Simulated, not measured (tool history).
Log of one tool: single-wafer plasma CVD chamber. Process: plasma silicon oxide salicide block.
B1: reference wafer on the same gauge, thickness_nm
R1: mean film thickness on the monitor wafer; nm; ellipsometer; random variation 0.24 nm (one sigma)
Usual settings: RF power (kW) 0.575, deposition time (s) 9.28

run 1 hour=0 | RF_power_(kW)=0.575 deposition_time_(s)=9.28 | B1=101.136 | R1=93.605
run 2 hour=36.1 | RF_power_(kW)=0.575 deposition_time_(s)=9.28 | B1=101.212 | R1=93.735
-- hour=71.8 RF generator calibrated
run 3 hour=103.1 | RF_power_(kW)=0.575 deposition_time_(s)=9.28 | B1=101.119 | R1=93.546
run 4 hour=207 | RF_power_(kW)=0.575 deposition_time_(s)=9.28 | B1=101.072 | R1=93.258
run 5 hour=408 | RF_power_(kW)=0.575 deposition_time_(s)=9.28 | B1=100.812 | R1=93.391
run 6 hour=463.4 | RF_power_(kW)=0.655 deposition_time_(s)=8.14 | B1=100.751 | R1=84.954
run 7 hour=511 | RF_power_(kW)=0.525 deposition_time_(s)=9.28 | B1=100.522 | R1=91.041
run 8 hour=596.7 | RF_power_(kW)=0.525 deposition_time_(s)=9.28 | B1=100.505 | R1=90.902
run 9 hour=644.6 | RF_power_(kW)=0.575 deposition_time_(s)=7.96 | B1=100.502 | R1=80.035
run 10 hour=706 | RF_power_(kW)=0.575 deposition_time_(s)=7.96 | B1=100.476 | R1=79.812
run 11 hour=757.8 | RF_power_(kW)=0.575 deposition_time_(s)=9.28 | B1=100.4 | R1=92.832
run 12 hour=840.6 | RF_power_(kW)=0.575 deposition_time_(s)=9.28 | B1=100.466 | R1=92.819
run 13 hour=880.5 | RF_power_(kW)=0.65 deposition_time_(s)=9.28 | B1=100.441 | R1=95.662
run 14 hour=979.4 | RF_power_(kW)=0.65 deposition_time_(s)=9.28 | B1=100.336 | R1=96.113
run 15 hour=1051.5 | RF_power_(kW)=0.65 deposition_time_(s)=9.28 | B1=100.249 | R1=96.236
run 16 hour=1108 | RF_power_(kW)=0.575 deposition_time_(s)=8.87 | B1=100.346 | R1=88.818
-- hour=1187.6 showerhead replaced
run 17 hour=1188.1 | RF_power_(kW)=0.575 deposition_time_(s)=8.87 | B1=100.212 | R1=88.782
run 18 hour=1284.6 | RF_power_(kW)=0.575 deposition_time_(s)=8.87 | B1=100.258 | R1=88.735
run 19 hour=1365.1 | RF_power_(kW)=0.505 deposition_time_(s)=9.28 | B1=100.122 | R1=89.674
run 20 hour=1408.9 | RF_power_(kW)=0.505 deposition_time_(s)=9.28 | B1=100.162 | R1=89.558
-- hour=1439.8 RF generator calibrated
run 21 hour=1448.7 | RF_power_(kW)=0.505 deposition_time_(s)=9.28 | B1=100.077 | R1=89.584
run 22 hour=1507.8 | RF_power_(kW)=0.575 deposition_time_(s)=9.28 | B1=100.187 | R1=92.581
run 23 hour=1552.7 | RF_power_(kW)=0.575 deposition_time_(s)=8.06 | B1=100.14 | R1=80.311
run 24 hour=1626.1 | RF_power_(kW)=0.575 deposition_time_(s)=8.42 | B1=100.036 | R1=83.817
run 25 hour=1720 | RF_power_(kW)=0.545 deposition_time_(s)=8.57 | B1=100.001 | R1=84.613
run 26 hour=1791.5 | RF_power_(kW)=0.575 deposition_time_(s)=8.65 | B1=99.993 | R1=86.472
run 27 hour=1872.1 | RF_power_(kW)=0.575 deposition_time_(s)=9.28 | B1=99.869 | R1=92.088
run 28 hour=1916.8 | RF_power_(kW)=0.575 deposition_time_(s)=9.28 | B1=99.878 | R1=92.35
run 29 hour=1958.1 | RF_power_(kW)=0.65 deposition_time_(s)=8.42 | B1=99.927 | R1=86.438
run 30 hour=2045.2 | RF_power_(kW)=0.505 deposition_time_(s)=9.93 | B1=99.953 | R1=95.581
run 31 hour=2146.1 | RF_power_(kW)=0.485 deposition_time_(s)=10.85 | B1=99.903 | R1=103.511
run 32 hour=2190.8 | RF_power_(kW)=0.635 deposition_time_(s)=10.21 | B1=99.862 | R1=104.338
run 33 hour=2240.3 | RF_power_(kW)=0.675 deposition_time_(s)=7.67 | B1=99.918 | R1=79.879
run 34 hour=2297.7 | RF_power_(kW)=0.535 deposition_time_(s)=11.08 | B1=99.892 | R1=108.724
run 35 hour=2364.6 | RF_power_(kW)=0.575 deposition_time_(s)=10.82 | B1=99.803 | R1=107.529
-- hour=2465.3 gauge calibrated
run 36 hour=2656.8 | RF_power_(kW)=0.515 deposition_time_(s)=7.63 | B1=101.857 | R1=75.724
run 37 hour=2699.5 | RF_power_(kW)=0.575 deposition_time_(s)=9.28 | B1=101.891 | R1=94.179
run 38 hour=2779.9 | RF_power_(kW)=0.505 deposition_time_(s)=9.28 | B1=101.654 | R1=90.952
-- hour=2847.1 RF generator calibrated
run 39 hour=2854.1 | RF_power_(kW)=0.65 deposition_time_(s)=9.28 | B1=101.478 | R1=97.158
run 40 hour=2949.1 | RF_power_(kW)=0.635 deposition_time_(s)=10.21 | B1=101.462 | R1=105.858
run 41 hour=3051.4 | RF_power_(kW)=0.575 deposition_time_(s)=9.28 | B1=101.13 | R1=93.872
run 42 hour=3131.7 | RF_power_(kW)=0.575 deposition_time_(s)=9.28 | B1=101.102 | R1=93.685
run 43 hour=3175.2 | RF_power_(kW)=0.495 deposition_time_(s)=8.01 | B1=101.086 | R1=77.118

4 ways to go on from here, each from the tool as it stands after run 43. What would each give?
run A hour=3175.6 | RF_power_(kW)=0.575 deposition_time_(s)=10.14 | B1=? | R1=?
run B hour=3175.6 | RF_power_(kW)=0.575 deposition_time_(s)=8.33 | B1=? | R1=?
run C hour=3175.6 | RF_power_(kW)=0.49 deposition_time_(s)=7.86 | B1=? | R1=?
run D hour=3175.6 | RF_power_(kW)=0.465 deposition_time_(s)=8.24 | B1=? | R1=?

run=A B1=101.023 R1=102.238
run=B B1=101.023 R1=83.988
run=C B1=101.023 R1=75.928
run=D B1=101.023 R1=78.505
Without the tool's hidden state the same runs would have given:
run=A R1=103.506
run=B R1=85.03
run=C R1=76.87
run=D R1=79.478
